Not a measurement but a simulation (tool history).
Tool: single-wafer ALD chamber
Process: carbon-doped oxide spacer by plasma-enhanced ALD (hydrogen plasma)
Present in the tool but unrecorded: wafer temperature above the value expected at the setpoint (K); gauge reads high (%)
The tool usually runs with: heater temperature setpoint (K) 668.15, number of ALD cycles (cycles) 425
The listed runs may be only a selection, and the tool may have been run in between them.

run	hour	heater temperature setpoint (K)	number of ALD cycles (cycles)	wafers since the last listed run	hours since the last thermocouple change	hours since the gauge calibration	read-back reference wafer on the same gauge, thickness_nm	mean film thickness on the monitor wafer (angstrom)
1	0.0	675.15	425	0	30.8	1325.4	19.798	243.05
2	94.7	675.15	425	92	125.5	1420.1	19.811	242.48
3	182.3	668.15	459	85	213.1	1507.7	19.803	264.36
4	280.6	668.15	459	95	311.4	1606.0	19.800	263.79
5	326.3	668.15	425	44	357.1	1651.7	19.788	244.59
6	406.8	668.15	425	78	437.6	1732.2	19.797	244.80
7	505.5	668.15	425	96	536.3	1830.9	19.796	243.92
8	607.7	668.15	425	99	638.5	1933.1	19.807	245.58
9	695.5	668.15	425	85	726.3	2020.9	19.790	244.53
10	733.3	668.15	425	36	764.1	2058.7	19.795	243.43
11	834.7	668.15	425	98	865.5	2160.1	19.815	244.50
12	920.0	668.15	425	83	950.8	2245.4	19.800	244.41
13	983.3	668.15	425	61	1014.1	2308.7	19.801	245.20
14	1032.1	659.15	425	47	1062.9	2357.5	19.796	245.04
15	1089.8	668.15	425	56	1120.6	2415.2	19.801	244.23
16	1153.4	664.15	376	61	1184.2	2478.8	19.815	216.59
17	1376.0	664.15	376	216	1406.8	2701.4	19.798	215.91
18	1426.7	668.15	425	49	1457.5	2752.1	19.807	244.60
19	1534.2	668.15	425	104	1565.0	2859.6	19.803	243.75
20	1583.3	668.15	425	47	1614.1	2908.7	19.796	243.94
21	1671.7	668.15	376	86	1702.5	2997.1	19.795	216.26
22	1775.9	673.15	425	101	1806.7	3101.3	19.793	243.67
23	1824.0	668.15	425	46	1854.8	3149.4	19.795	245.31
# hour 1862.0: thermocouple changed; heater temperature recalibrated
24	1878.9	668.15	425	45	16.9	3204.3	19.799	243.70
# hour 1930.3: gauge calibrated
25	1948.1	656.15	398	67	86.1	17.8	19.802	228.87
26	2005.8	663.15	458	56	143.8	75.5	19.803	263.67
27	2105.2	682.15	380	96	243.2	174.9	19.803	211.14
28	2164.3	668.15	475	57	302.3	234.0	19.796	273.08
29	2224.3	668.15	425	58	362.3	294.0	19.792	244.01
30	2290.7	653.15	425	64	428.7	360.4	19.795	245.44
31	2393.0	668.15	472	99	531.0	462.7	19.804	271.13
32	2446.8	654.15	386	52	584.8	516.5	19.801	222.69
33	2514.2	658.15	503	65	652.2	583.9	19.791	289.74
34	2577.4	673.15	356	61	715.4	647.1	19.806	204.41
35	2673.0	668.15	425	93	811.0	742.7	19.798	245.33
36	2723.3	653.15	395	49	861.3	793.0	19.796	228.10
37	2865.9	662.15	347	138	1003.9	935.6	19.805	199.99
38	2966.9	672.15	356	98	1104.9	1036.6	19.810	203.80
39	3050.7	668.15	341	81	1188.7	1120.4	19.790	196.72
40	3136.4	661.15	425	83	1274.4	1206.1	19.806	243.72

Alternative continuations, all from the tool just after run 40; predict every row:
A	3137.4	668.15	425	0	1275.4	1207.1	?	?
B	3137.4	659.15	357	0	1275.4	1207.1	?	?
C	3137.4	681.15	375	0	1275.4	1207.1	?	?

run	read-back reference wafer on the same gauge, thickness_nm	mean film thickness on the monitor wafer (angstrom)
A	19.802	243.24
B	19.802	204.32
C	19.802	208.30
With the hidden condition removed and each run's random variation left untouched, the same runs would have given:
run	mean film thickness on the monitor wafer (angstrom)
A	243.24
B	204.32
C	208.30
